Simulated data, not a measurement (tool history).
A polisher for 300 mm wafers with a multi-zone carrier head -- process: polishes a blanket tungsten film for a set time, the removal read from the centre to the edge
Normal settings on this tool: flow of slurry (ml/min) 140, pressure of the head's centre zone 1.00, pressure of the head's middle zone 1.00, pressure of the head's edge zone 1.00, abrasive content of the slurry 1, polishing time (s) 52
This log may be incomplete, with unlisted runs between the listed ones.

run     day  flow of slurry (ml/min)  pressure of the head's centre zone  pressure of the head's middle zone  pressure of the head's edge zone  abrasive content of the slurry  polishing time (s)  incoming thickness of the incoming film, nm  film removed at the wafer's centre (Å)  film removed at mid-radius (Å)  film removed at the wafer's edge (Å)
  1   0.000                      140                                1.00                                1.00                              1.00                               1                  52                                       1387.1                                    1631                            1646                                  1631
  2   0.617                      140                                1.00                                1.00                              1.00                               1                  52                                       1374.5                                    1593                            1635                                  1616
  3   1.654                      140                                1.00                                1.00                              1.00                               1                  52                                       1392.9                                    1583                            1591                                  1624
  4   2.917                      155                                1.00                                1.00                              1.00                               1                  52                                       1383.1                                    1631                            1657                                  1616
  5   4.133                      155                                1.00                                1.00                              1.00                               1                  52                                       1369.0                                    1609                            1664                                  1616
  6   5.088                      140                                1.00                                1.00                              1.00                               1                  39                                       1382.5                                    1194                            1241                                  1187
  7   6.312                      140                                1.00                                1.00                              1.00                               1                  39                                       1394.3                                    1209                            1245                                  1200
  8   7.104                      140                                1.00                                1.04                              1.00                               1                  52                                       1400.3                                    1615                            1715                                  1602
  9   8.233                      140                                1.00                                1.04                              1.00                               1                  52                                       1384.5                                    1593                            1642                                  1611
 10   8.938                      140                                1.00                                1.00                              1.00                               1                  52                                       1389.6                                    1616                            1640                                  1595
 11  10.288                      140                                1.10                                0.93                              1.00                               1                  52                                       1370.7                                    1762                            1559                                  1618
 12  11.483                      140                                1.00                                1.00                              1.00                               1                  52                                       1383.0                                    1605                            1635                                  1634
 13  12.029                      140                                1.00                                0.93                              1.00                               1                  52                                       1404.2                                    1598                            1508                                  1585
 14  13.104                      140                                1.00                                1.04                              1.00                               1                  64                                       1377.9                                    1991                            2041                                  1985
 15  14.454                      140                                1.00                                1.00                              1.00                               1                  39                                       1374.5                                    1212                            1194                                  1213
 16  15.300                      125                                1.00                                0.96                              1.00                               1                  52                                       1419.9                                    1567                            1551                                  1577
 17  16.808                      100                                1.03                                1.00                              1.00                               1                  52                                       1380.2                                    1524                            1528                                  1557
 18  17.388                      180                                0.96                                1.00                              1.00                               1                  61                                       1370.7                                    1873                            2006                                  1984
 19  18.662                      140                                1.00                                1.00                              1.00                               1                  52                                       1395.7                                    1602                            1609                                  1615
 20  20.138                      105                                1.00                                1.11                              1.00                               1                  52                                       1379.2                                    1531                            1723                                  1537
 21  20.800                      140                                1.00                                1.00                              0.88                               1                  52                                       1394.6                                    1628                            1638                                  1545

Not shown: 8 entries that the log had between the listed runs. Between which runs, and how does the tool's hidden state differ before and after?
Between runs 3 and 4: worn pad replaced by a new one (day 2.862)
  nothing in the hidden state changes from one run to the other
Between runs 7 and 8: worn pad replaced by a new one (day 6.838)
  nothing in the hidden state changes from one run to the other
Between runs 8 and 9: carrier head's membrane replaced by a new one (day 8.212)
  nothing in the hidden state changes from one run to the other
Between runs 10 and 11: edge zone pressure recalibrated (day 9.638)
  nothing in the hidden state changes from one run to the other
Between runs 12 and 13: worn pad replaced by a new one (day 11.800)
  nothing in the hidden state changes from one run to the other
Between runs 13 and 14: slurry nozzle cleaned (day 12.571)
  nothing in the hidden state changes from one run to the other
Between runs 14 and 15: centre zone pressure recalibrated (day 14.300)
  nothing in the hidden state changes from one run to the other
Between runs 16 and 17: worn pad replaced by a new one (day 16.788)
  nothing in the hidden state changes from one run to the other
